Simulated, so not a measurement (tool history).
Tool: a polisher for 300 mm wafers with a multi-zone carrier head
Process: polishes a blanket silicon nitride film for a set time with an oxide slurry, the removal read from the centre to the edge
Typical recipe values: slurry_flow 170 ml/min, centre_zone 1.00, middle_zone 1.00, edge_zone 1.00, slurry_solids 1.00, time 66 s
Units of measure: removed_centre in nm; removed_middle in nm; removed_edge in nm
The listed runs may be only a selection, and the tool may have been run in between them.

run     day  slurry_flow  centre_zone  middle_zone  edge_zone  slurry_solids  time  wafers since the last listed run  wafers polished on this pad  hours since the slurry nozzle was cleaned  hours since the centre zone pressure was calibrated  hours since the edge zone pressure was calibrated  hours since the carrier head's membrane was replaced  incoming thickness of the incoming film, nm  removed_centre  removed_middle  removed_edge
  1   0.000          170         1.00         1.00       1.08           1.15    66                                 0                          704                                      482.1                                                460.7                                              109.7                                                 873.1                                        307.2            40.6            39.9          43.2
      1.379  -- worn pad replaced by a new one
  2   1.400          170         1.00         1.00       1.00           1.00    66                               298                            4                                      515.7                                                494.3                                              143.3                                                 906.7                                        309.5            37.3            37.1          37.9
  3   2.167          170         1.00         1.00       1.00           1.00    66                               185                          190                                      534.1                                                512.7                                              161.7                                                 925.1                                        313.5            36.8            36.7          37.6
  4   3.375          170         1.00         1.00       1.00           1.00    66                               292                          483                                      563.1                                                541.7                                              190.7                                                 954.1                                        310.8            37.2            37.7          38.7
  5   4.325          170         1.00         1.00       1.00           1.00    66                               230                          713                                      585.9                                                564.5                                              213.5                                                 976.9                                        309.4            36.6            37.1          37.2
      5.750  -- worn pad replaced by a new one
  6   5.771          170         1.00         1.00       1.00           1.00    66                               310                            4                                      620.6                                                599.2                                              248.2                                                1011.6                                        304.1            37.5            37.7          38.1
      6.617  -- slurry nozzle cleaned
  7   6.642          170         1.00         1.00       1.00           1.00    66                               200                          205                                        0.6                                                620.1                                              269.1                                                1032.5                                        309.5            36.9            37.8          38.0
  8   7.246          170         1.00         1.00       1.00           1.00    66                               146                          352                                       15.1                                                634.6                                              283.6                                                1047.0                                        308.0            37.2            37.7          37.7
  9   8.512          170         1.00         1.00       1.00           1.00    66                               306                          659                                       45.5                                                665.0                                              314.0                                                1077.4                                        306.4            36.9            37.4          38.0
 10   9.350          170         1.00         1.00       1.00           1.00    66                               202                          862                                       65.6                                                685.1                                              334.1                                                1097.5                                        315.0            37.7            37.2          36.9
      9.808  -- worn pad replaced by a new one
 11  10.412          170         1.00         1.00       1.00           1.25    66                               217                          146                                       91.1                                                710.6                                              359.6                                                1123.0                                        307.1            42.7            43.4          43.1
     10.904  -- carrier head's membrane replaced by a new one
 12  11.583          170         1.00         1.00       1.00           1.00    66                               233                          379                                      119.2                                                738.7                                              387.7                                                  16.3                                        308.9            37.6            37.2          38.4
 13  13.033          170         1.04         0.89       1.00           1.00    66                               351                          730                                      154.0                                                773.5                                              422.5                                                  51.1                                        310.0            38.1            34.2          38.1
 14  13.646          170         1.08         1.05       1.00           1.00    66                               148                          879                                      168.7                                                788.2                                              437.2                                                  65.8                                        311.0            40.4            39.1          37.3
     14.638  -- worn pad replaced by a new one
     14.742  -- edge zone pressure recalibrated
 15  14.767          170         1.00         0.88       1.00           1.00    66                               211                           11                                      195.6                                                815.1                                                0.6                                                  92.7                                        311.9            37.9            33.8          38.2
     15.583  -- centre zone pressure recalibrated
 16  15.850          170         1.00         0.94       1.00           1.00    66                               242                          253                                      221.6                                                  6.4                                               26.6                                                 118.7                                        309.0            36.6            35.7          38.1
 17  16.554          170         1.00         1.00       1.00           1.00    87                               170                          424                                      238.5                                                 23.3                                               43.5                                                 135.6                                        309.6            49.3            49.4          49.8
     19.071  -- worn pad replaced by a new one
 18  19.438          170         1.00         1.00       1.00           1.00    66                               658                           88                                      307.7                                                 92.5                                              112.7                                                 204.8                                        313.2            37.3            38.2          37.3
 19  19.950          170         1.00         1.10       0.93           0.80    66                               124                          212                                      320.0                                                104.8                                              125.0                                                 217.1                                        308.9            31.1            33.9          29.9
 20  20.529          170         0.95         1.00       1.00           1.00    66                               140                          353                                      333.9                                                118.7                                              138.9                                                 231.0                                        311.2            35.8            37.6          38.2
 21  21.329          170         1.00         1.00       1.09           0.90    66                               193                          546                                      353.1                                                137.9                                              158.1                                                 250.2                                        310.3            34.1            34.9          37.0

5 ways to go on from here, each from the tool as it stands after run 21. What would each give?
  A  21.346          170         1.11         1.00       1.00           1.00    66                                 4                          550                                      353.5                                                138.3                                              158.5                                                 250.6                                        313.2               ?               ?             ?
  B  21.346          135         1.00         1.00       1.00           1.00    66                                 4                          550                                      353.5                                                138.3                                              158.5                                                 250.6                                        313.2               ?               ?             ?
  C  21.346          170         0.89         1.00       0.92           0.85    89                                 4                          550                                      353.5                                                138.3                                              158.5                                                 250.6                                        313.2               ?               ?             ?
  D  21.346          170         1.00         1.06       1.00           1.10    75                                 4                          550                                      353.5                                                138.3                                              158.5                                                 250.6                                        313.2               ?               ?             ?
  E  21.346          170         1.00         1.00       0.94           1.25    66                                 4                          550                                      353.5                                                138.3                                              158.5                                                 250.6                                        313.2               ?               ?             ?

run  removed_centre  removed_middle  removed_edge
  A            41.4            37.0          38.0
  B            35.2            35.2          36.7
  C            39.4            44.2          43.6
  D            45.0            47.0          45.9
  E            42.5            42.3          42.2
With no hidden state in the tool, these same runs would have given:
run  removed_centre  removed_middle  removed_edge
  A            41.4            37.0          38.0
  B            35.2            35.2          36.7
  C            39.4            44.2          43.6
  D            45.0            47.0          45.9
  E            42.5            42.3          42.2
